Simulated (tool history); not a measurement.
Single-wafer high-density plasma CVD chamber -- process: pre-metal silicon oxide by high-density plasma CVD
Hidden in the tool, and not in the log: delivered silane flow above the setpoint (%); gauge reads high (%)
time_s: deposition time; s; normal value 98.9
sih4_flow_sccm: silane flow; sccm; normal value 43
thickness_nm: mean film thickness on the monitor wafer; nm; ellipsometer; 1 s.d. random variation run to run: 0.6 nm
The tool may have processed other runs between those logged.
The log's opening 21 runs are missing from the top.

| run | hour | time_s | sih4_flow_sccm | wafers since the last listed run | hours since the silane flow controller was replaced | hours since the gauge calibration | read-back reference wafer on the same gauge, thickness_nm | thickness_nm |
|---|---|---|---|---|---|---|---|---|
| 22 | 229.5 | 98.9 | 43 | 205 | 4697 | 12.7 | 365.065 | 378.826 |
| 23 | 243.4 | 88.6 | 46 | 234 | 4710.9 | 26.6 | 364.852 | 360.22 |
| 24 | 251.7 | 98.9 | 39 | 139 | 4719.2 | 34.9 | 364.959 | 349.015 |
| 25 | 259.8 | 98.9 | 48 | 136 | 4727.3 | 43 | 365.056 | 418.316 |
| 26 | 274.9 | 98.9 | 43 | 254 | 4742.4 | 58.1 | 365.006 | 379.345 |
| 27 | 281.2 | 104.3 | 49 | 106 | 4748.7 | 64.4 | 364.917 | 448.013 |
| 28 | 299 | 111.1 | 43 | 300 | 4766.5 | 82.2 | 365.032 | 425.693 |
| 29 | 305.5 | 79.6 | 46 | 109 | 4773 | 88.7 | 365.08 | 323.976 |
| 30 | 319.5 | 98.9 | 43 | 235 | 4787 | 102.7 | 365.058 | 378.77 |
| 31 | 326.2 | 98.9 | 43 | 112 | 4793.7 | 109.4 | 365.052 | 378.124 |
|  | 340.3 | silane flow controller replaced |
| 32 | 340.8 | 98.9 | 43 | 111 | 0.5 | 124 | 364.933 | 398.908 |
| 33 | 347.6 | 93.6 | 38 | 114 | 7.3 | 130.8 | 365.02 | 340.427 |
| 34 | 356.6 | 82.2 | 39 | 151 | 16.3 | 139.8 | 365.093 | 305.208 |
| 35 | 366.8 | 85.7 | 45 | 171 | 26.5 | 150 | 365.028 | 360.392 |
| 36 | 379.4 | 98.9 | 43 | 212 | 39.1 | 162.6 | 364.877 | 400.123 |
| 37 | 394.7 | 107.2 | 38 | 257 | 54.4 | 177.9 | 365.163 | 389.09 |
| 38 | 406.8 | 93.9 | 35 | 203 | 66.5 | 190 | 364.995 | 318.57 |
| 39 | 421.5 | 98.9 | 43 | 247 | 81.2 | 204.7 | 364.975 | 400.453 |
| 40 | 430.6 | 98.9 | 43 | 153 | 90.3 | 213.8 | 365.204 | 399.363 |
| 41 | 480.5 | 93.7 | 38 | 841 | 140.2 | 263.7 | 364.941 | 341.339 |
| 42 | 495.6 | 92.1 | 49 | 254 | 155.3 | 278.8 | 364.841 | 416.822 |
| 43 | 536.8 | 98.9 | 47 | 694 | 196.5 | 320 | 364.91 | 432.433 |
| 44 | 545.9 | 98.9 | 35 | 153 | 205.6 | 329.1 | 364.935 | 334.786 |

Alternative continuations, all from the tool just after run 44; predict every row:
| A | 546.3 | 98.9 | 43 | 6 | 206 | 329.5 | ? | ? |
| B | 546.3 | 88.7 | 43 | 6 | 206 | 329.5 | ? | ? |
| C | 546.3 | 108 | 47 | 6 | 206 | 329.5 | ? | ? |

| run | read-back reference wafer on the same gauge, thickness_nm | thickness_nm |
|---|---|---|
| A | 364.963 | 399.207 |
| B | 364.963 | 358.035 |
| C | 364.963 | 471.287 |
Had the tool no hidden state, the same runs would have come out as:
| run | thickness_nm |
|---|---|
| A | 397.608 |
| B | 356.601 |
| C | 469.4 |
